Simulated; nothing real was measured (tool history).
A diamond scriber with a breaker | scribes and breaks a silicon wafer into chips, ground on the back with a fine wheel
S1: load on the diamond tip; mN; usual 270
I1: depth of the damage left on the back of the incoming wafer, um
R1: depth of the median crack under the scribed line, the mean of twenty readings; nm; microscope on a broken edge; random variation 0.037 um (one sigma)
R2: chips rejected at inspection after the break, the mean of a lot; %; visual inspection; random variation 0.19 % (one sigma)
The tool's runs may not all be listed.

run   hour   S1    I1    R1     R2
  1      0  249   2.2  5670  15.56
  2   53.6  233  1.94  5350  18.25
  3   89.4  233  1.53  5320  17.87
  4  103.4  233  1.96  5330  20.53
     110.8  -- load on the tip recalibrated
  5  121.6  270  1.76  6410   3.94
  6  144.1  270  2.12  6470   4.92
  7  160.5  252  2.55  6040  10.52
     186.6  -- diamond tip replaced by a new one
  8  187.1  240  2.11  6140   7.69
  9  208.4  232  2.61  5870   12.1
 10  226.3  232  2.69  5870  15.66

Forecast run 11:
 11  255.1  347  2.36   ?   ?

Run 11 gave R1 7680 nm, R2 4.67 %.
Without the tool's hidden state the same run would have given R1 8280 nm, R2 8.59 %.
